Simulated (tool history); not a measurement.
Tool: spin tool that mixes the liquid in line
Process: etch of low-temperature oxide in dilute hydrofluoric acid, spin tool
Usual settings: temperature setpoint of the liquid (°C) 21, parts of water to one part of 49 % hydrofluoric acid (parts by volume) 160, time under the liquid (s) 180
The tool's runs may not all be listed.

run	hour	temperature setpoint of the liquid (°C)	parts of water to one part of 49 % hydrofluoric acid (parts by volume)	time under the liquid (s)	read-back film thickness of the low-temperature oxide reference wafer, read on the same gauge (nm)	thickness taken off the low-temperature oxide on a monitor wafer (nm)
1	0	23	110	180	149.99	18.92
2	43.4	23	110	180	150.02	18.94
3	148	23	160	180	150.02	12.22
4	206.8	23	160	180	150.01	12.19
5	264.6	23	160	180	150.01	12.14
6	310.4	21	160	180	150	11.25
7	411.4	21	160	180	150.03	11.26
# hour 427.2: gauge calibrated
8	473.7	21	160	180	150	11.16
# hour 511.9: hydrofluoric acid flow meter replaced
9	530.5	17.5	130	180	150	12.75
10	631.2	19	160	85	150	5.03
11	733.8	21	160	280	150.01	17.87
# hour 766.6: thermometer replaced
12	800.2	21	160	180	150.01	11.92
13	891.2	23.5	160	180	150	13.08
14	1060.1	21	160	180	149.99	11.88
15	1148.1	21	160	180	150	11.8
16	1214.7	25	125	150	149.97	15.25

5 ways to go on from here, each from the tool as it stands after run 16. What would each give?
A	1215.2	21	160	180	?	?
B	1215.2	21	120	180	?	?
C	1215.2	22.5	160	210	?	?
D	1215.2	21	205	230	?	?
E	1215.2	26	120	210	?	?

run	read-back film thickness of the low-temperature oxide reference wafer, read on the same gauge (nm)	thickness taken off the low-temperature oxide on a monitor wafer (nm)
A	150.03	11.72
B	150.03	16.32
C	150.03	14.5
D	150.03	11.16
E	150.03	23.18
Without the tool's hidden state the same runs would have given:
run	thickness taken off the low-temperature oxide on a monitor wafer (nm)
A	12.1
B	16.84
C	14.96
D	11.52
E	23.91
